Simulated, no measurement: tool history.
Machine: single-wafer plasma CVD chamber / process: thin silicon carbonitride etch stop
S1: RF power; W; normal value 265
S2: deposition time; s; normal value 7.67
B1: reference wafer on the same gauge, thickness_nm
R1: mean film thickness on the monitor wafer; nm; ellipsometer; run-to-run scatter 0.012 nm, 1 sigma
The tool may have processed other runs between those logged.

run	hour	S1	S2	B1	R1
1	0.0	265	7.67	4.067	4.786
2	18.5	265	7.67	4.070	4.767
3	31.3	265	7.67	4.068	4.753
4	58.3	285	8.60	4.071	5.478
5	164.6	265	7.67	4.073	4.777
6	185.3	265	7.67	4.071	4.767
7	207.6	265	7.67	4.066	4.772
8	240.7	265	7.67	4.072	4.735
9	274.3	265	7.67	4.066	4.778
# hour 287.8: RF generator calibrated
10	288.3	265	7.67	4.071	4.684
11	314.1	265	7.67	4.068	4.707
12	342.9	265	7.67	4.069	4.702
13	357.6	265	7.67	4.069	4.683
14	429.6	235	6.87	4.069	4.028
# hour 451.6: RF generator calibrated, repeated, since the last time left the tool worse
15	472.4	265	7.67	4.072	4.857
# hour 514.4: gauge calibrated
# hour 534.5: thermocouple changed; heater temperature recalibrated
16	535.0	300	8.99	4.072	5.915
17	561.6	310	7.67	4.069	5.088
18	588.7	265	7.67	4.069	4.804
# hour 612.5: showerhead replaced
19	622.0	265	7.67	4.069	4.794
20	653.2	265	7.67	4.072	4.804
21	682.9	265	7.67	4.068	4.808
22	716.1	300	6.61	4.071	4.313
23	728.2	245	7.16	4.068	4.364
24	753.7	235	6.72	4.071	4.026
25	788.0	285	6.55	4.073	4.189
26	802.8	310	7.12	4.070	4.711
27	836.5	310	6.30	4.066	4.140

5 ways to go on from here, each from the tool as it stands after run 27. What would each give?
A	836.9	265	7.67	?	?
B	836.9	215	7.67	?	?
C	836.9	310	8.36	?	?
D	836.9	230	8.55	?	?
E	836.9	265	7.08	?	?

run	B1	R1
A	4.072	4.800
B	4.072	4.467
C	4.072	5.515
D	4.072	5.098
E	4.072	4.431
What these runs would have given with no unlogged condition in the tool:
run	R1
A	4.850
B	4.513
C	5.572
D	5.150
E	4.477
